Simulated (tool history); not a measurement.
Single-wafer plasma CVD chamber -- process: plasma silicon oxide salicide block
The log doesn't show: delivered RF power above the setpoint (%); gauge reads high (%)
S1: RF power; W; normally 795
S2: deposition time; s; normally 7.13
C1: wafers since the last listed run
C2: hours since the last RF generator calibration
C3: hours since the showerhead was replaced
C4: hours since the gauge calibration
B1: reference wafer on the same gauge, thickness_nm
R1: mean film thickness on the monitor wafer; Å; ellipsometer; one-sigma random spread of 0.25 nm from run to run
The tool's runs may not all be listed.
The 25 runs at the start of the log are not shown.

run    hour   S1    S2    C1      C2     C3     C4      B1      R1
 26  1823.3  795  7.13  1445  1904.8  288.3  155.1   69.59  787.16
 27  1860.2  885  6.16  1149  1941.7  325.2    192  69.619  700.87
 28  1908.6  795  7.13  1507  1990.1  373.6  240.4  69.611  783.38
 29  1950.9  795  7.75  1317  2032.4  415.9  282.7  69.618  857.09
     2016.9  -- RF generator calibrated
 30  2049.6  845  5.82  2825    32.7  514.6  381.4  69.596  659.67
 31  2140.2  885  7.13  2822   123.3  605.2    472  69.553  821.98
 32  2180.9  910  8.11  1267     164  645.9  512.7  69.593  937.91
 33  2230.7  905  6.02  1551   213.8  695.7  562.5  69.549  691.91
 34  2288.6  795  7.13  1803   271.7  753.6  620.4  69.586  792.56
 35  2348.4  795  7.13  1862   331.5  813.4  680.2  69.607  795.83
 36  2441.8  850  7.13  2909   424.9  906.8  773.6  69.615   810.8
 37  2481.5  730  7.13  1236   464.6  946.5  813.3  69.563  779.43

What will run 38 give?
 38  2545.1  735  8.37  1981  528.2  1010.1  876.9   ?   ?

B1: 69.613
R1: 916.76 Å
Were there no unlogged condition in the tool, this run, its random variation unchanged, would have produced R1 918.88 Å.
